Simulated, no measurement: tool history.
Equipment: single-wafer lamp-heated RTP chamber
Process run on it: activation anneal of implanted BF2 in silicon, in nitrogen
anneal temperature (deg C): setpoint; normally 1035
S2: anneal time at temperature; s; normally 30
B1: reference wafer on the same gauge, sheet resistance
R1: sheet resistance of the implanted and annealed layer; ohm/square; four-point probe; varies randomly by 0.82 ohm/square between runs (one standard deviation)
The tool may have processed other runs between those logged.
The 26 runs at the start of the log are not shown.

Run 27, day 85.967: usual settings but S2 35 s; B1 262.04. Result: R1 270.49 ohm/square.
Run 28, day 89.708: usual settings; B1 261.81. Result: R1 272.69 ohm/square.
Run 29, day 92.992: usual settings but anneal temperature (deg C) 1023, S2 13 s; B1 262.39. Result: R1 291.21 ohm/square.
Run 30, day 96.8: usual settings but anneal temperature (deg C) 1051, S2 48 s; B1 261.95. Result: R1 263.14 ohm/square.
Run 31, day 98.612: usual settings but anneal temperature (deg C) 1043, S2 39 s; B1 261.83. Result: R1 265.33 ohm/square.
At day 99.654: reflector plate cleaned.
Run 32, day 102.471: usual settings; B1 262.13. Result: R1 274.56 ohm/square.
Run 33, day 104.825: usual settings; B1 261.72. Result: R1 272.45 ohm/square.
Run 34, day 107.329: usual settings but anneal temperature (deg C) 1013; B1 262.02. Result: R1 282.61 ohm/square.
At day 108.454: pyrometer window cleaned and pyrometer calibrated.
Run 35, day 111.783: usual settings but anneal temperature (deg C) 1044; B1 261.86. Result: R1 271.27 ohm/square.

Consider 5 possible next runs. They are alternatives, not a sequence: every one starts from the tool as it was left by run 35. What does each give?
Run A, day 111.8: usual settings; B1 ?. Result: R1 ?.
Run B, day 111.8: usual settings but anneal temperature (deg C) 1065, S2 36 s; B1 ?. Result: R1 ?.
Run C, day 111.8: usual settings but anneal temperature (deg C) 1019, S2 21 s; B1 ?. Result: R1 ?.
Run D, day 111.8: usual settings but anneal temperature (deg C) 1009, S2 14 s; B1 ?. Result: R1 ?.
Run E, day 111.8: usual settings but anneal temperature (deg C) 1047, S2 18 s; B1 ?. Result: R1 ?.

run     B1      R1
  A  262.2  276.26
  B  262.2  266.41
  C  262.2  289.85
  D  262.2  299.38
  E  262.2  279.24
Without the tool's hidden state the same runs would have given:
run      R1
  A  280.44
  B  267.41
  C   293.8
  D  302.91
  E  282.44
